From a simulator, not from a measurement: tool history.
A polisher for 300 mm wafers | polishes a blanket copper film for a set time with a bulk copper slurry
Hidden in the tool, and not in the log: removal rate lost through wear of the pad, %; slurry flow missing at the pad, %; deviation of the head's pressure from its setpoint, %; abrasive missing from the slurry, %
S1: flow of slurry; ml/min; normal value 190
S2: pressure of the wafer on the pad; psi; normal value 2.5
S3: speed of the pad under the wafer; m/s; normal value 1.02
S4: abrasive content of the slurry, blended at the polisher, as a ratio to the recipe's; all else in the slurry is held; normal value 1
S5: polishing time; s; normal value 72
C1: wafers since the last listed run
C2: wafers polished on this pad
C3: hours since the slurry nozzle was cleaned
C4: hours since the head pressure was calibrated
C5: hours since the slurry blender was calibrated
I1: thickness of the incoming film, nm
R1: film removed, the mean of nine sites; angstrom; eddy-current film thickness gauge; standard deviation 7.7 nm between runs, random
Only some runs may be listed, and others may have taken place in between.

run 1 hour=0 | S1=190 S2=2.5 S3=1.16 S4=1 S5=62 | C1=0 C2=1366 C3=45.1 C4=85.5 C5=147.6 | I1=3300.8 | R1=4959
run 2 hour=65.3 | S1=190 S2=2.5 S3=1.16 S4=1 S5=62 | C1=383 C2=1749 C3=110.4 C4=150.8 C5=212.9 | I1=3326.2 | R1=4796
run 3 hour=118.4 | S1=190 S2=2.5 S3=1.16 S4=1 S5=62 | C1=311 C2=2061 C3=163.5 C4=203.9 C5=266 | I1=3269.9 | R1=4836
-- hour=134.3 worn pad replaced by a new one
run 4 hour=214.8 | S1=190 S2=2.5 S3=1.02 S4=1 S5=72 | C1=542 C2=472 C3=259.9 C4=300.3 C5=362.4 | I1=3266.4 | R1=4963
-- hour=280.5 slurry blender recalibrated
run 5 hour=415 | S1=190 S2=2.5 S3=1.02 S4=1 S5=72 | C1=1163 C2=1635 C3=460.1 C4=500.5 C5=134.5 | I1=3246 | R1=5120
-- hour=457.1 worn pad replaced by a new one
run 6 hour=493.3 | S1=190 S2=2.5 S3=1.02 S4=1 S5=72 | C1=436 C2=212 C3=538.4 C4=578.8 C5=212.8 | I1=3291.1 | R1=4823
run 7 hour=536.9 | S1=190 S2=2.5 S3=1.02 S4=1 S5=63 | C1=255 C2=468 C3=582 C4=622.4 C5=256.4 | I1=3321 | R1=4362
-- hour=620.4 slurry nozzle cleaned
-- hour=654.5 slurry blender recalibrated
run 8 hour=680.6 | S1=190 S2=2.5 S3=1.02 S4=1 S5=63 | C1=825 C2=1293 C3=60.2 C4=766.1 C5=26.1 | I1=3292.8 | R1=4590
run 9 hour=757.6 | S1=190 S2=2.5 S3=1.02 S4=1 S5=63 | C1=451 C2=1745 C3=137.2 C4=843.1 C5=103.1 | I1=3268.6 | R1=4480
-- hour=846 worn pad replaced by a new one
run 10 hour=866.6 | S1=190 S2=2.5 S3=1.02 S4=1 S5=72 | C1=616 C2=120 C3=246.2 C4=952.1 C5=212.1 | I1=3300.7 | R1=5023
run 11 hour=951.7 | S1=190 S2=2.5 S3=0.76 S4=0.9 S5=72 | C1=499 C2=620 C3=331.3 C4=1037.2 C5=297.2 | I1=3295.3 | R1=3499
run 12 hour=993.2 | S1=140 S2=2.5 S3=1.2 S4=1 S5=72 | C1=243 C2=863 C3=372.8 C4=1078.7 C5=338.7 | I1=3318.4 | R1=5405
-- hour=1013.3 slurry blender recalibrated
-- hour=1203.8 slurry nozzle cleaned
-- hour=1269.6 worn pad replaced by a new one
run 13 hour=1297.4 | S1=190 S2=2.9 S3=1.18 S4=1 S5=61 | C1=1744 C2=163 C3=93.6 C4=1382.9 C5=284.1 | I1=3279.6 | R1=5816
-- hour=1339.1 slurry blender recalibrated
run 14 hour=1366.4 | S1=190 S2=3.3 S3=1.02 S4=1 S5=72 | C1=393 C2=556 C3=162.6 C4=1451.9 C5=27.3 | I1=3290.5 | R1=6809
-- hour=1438.1 head pressure recalibrated
run 15 hour=1467.6 | S1=190 S2=2.9 S3=1.02 S4=0.75 S5=72 | C1=582 C2=1138 C3=263.8 C4=29.5 C5=128.5 | I1=3232 | R1=5508
run 16 hour=1521.1 | S1=190 S2=1.6 S3=1.02 S4=1 S5=72 | C1=314 C2=1452 C3=317.3 C4=83 C5=182 | I1=3280.2 | R1=3204
run 17 hour=1627.4 | S1=140 S2=2.1 S3=0.66 S4=1 S5=65 | C1=623 C2=2076 C3=423.6 C4=189.3 C5=288.3 | I1=3277.2 | R1=2262
-- hour=1662.8 worn pad replaced by a new one
run 18 hour=1681.5 | S1=140 S2=2.1 S3=0.66 S4=1 S5=65 | C1=294 C2=109 C3=477.7 C4=243.4 C5=342.4 | I1=3294.7 | R1=2237
-- hour=1717.5 slurry blender recalibrated
run 19 hour=1736.8 | S1=205 S2=1.6 S3=0.92 S4=1 S5=48 | C1=312 C2=422 C3=533 C4=298.7 C5=19.3 | I1=3329.3 | R1=1992
run 20 hour=1820.8 | S1=190 S2=2.9 S3=1.02 S4=0.75 S5=72 | C1=493 C2=915 C3=617 C4=382.7 C5=103.3 | I1=3283.1 | R1=5588
run 21 hour=1871.8 | S1=190 S2=2.5 S3=1.02 S4=1 S5=72 | C1=299 C2=1215 C3=668 C4=433.7 C5=154.3 | I1=3274.3 | R1=5042

Below are 4 alternative next runs, each starting from the tool's condition after run 21. Predict each:
run A hour=1872.2 | S1=190 S2=2.5 S3=1.02 S4=1 S5=72 | C1=2 C2=1217 C3=668.4 C4=434.1 C5=154.7 | I1=3247.1 | R1=?
run B hour=1872.2 | S1=190 S2=2 S3=1.2 S4=1.2 S5=49 | C1=2 C2=1217 C3=668.4 C4=434.1 C5=154.7 | I1=3247.1 | R1=?
run C hour=1872.2 | S1=190 S2=2.5 S3=1.02 S4=0.85 S5=72 | C1=2 C2=1217 C3=668.4 C4=434.1 C5=154.7 | I1=3247.1 | R1=?
run D hour=1872.2 | S1=150 S2=2.5 S3=1.02 S4=1 S5=92 | C1=2 C2=1217 C3=668.4 C4=434.1 C5=154.7 | I1=3247.1 | R1=?

run=A R1=4849
run=B R1=3213
run=C R1=4711
run=D R1=5944
What these runs would have given with no unlogged condition in the tool:
run=A R1=5217
run=B R1=3461
run=C R1=5061
run=D R1=6394

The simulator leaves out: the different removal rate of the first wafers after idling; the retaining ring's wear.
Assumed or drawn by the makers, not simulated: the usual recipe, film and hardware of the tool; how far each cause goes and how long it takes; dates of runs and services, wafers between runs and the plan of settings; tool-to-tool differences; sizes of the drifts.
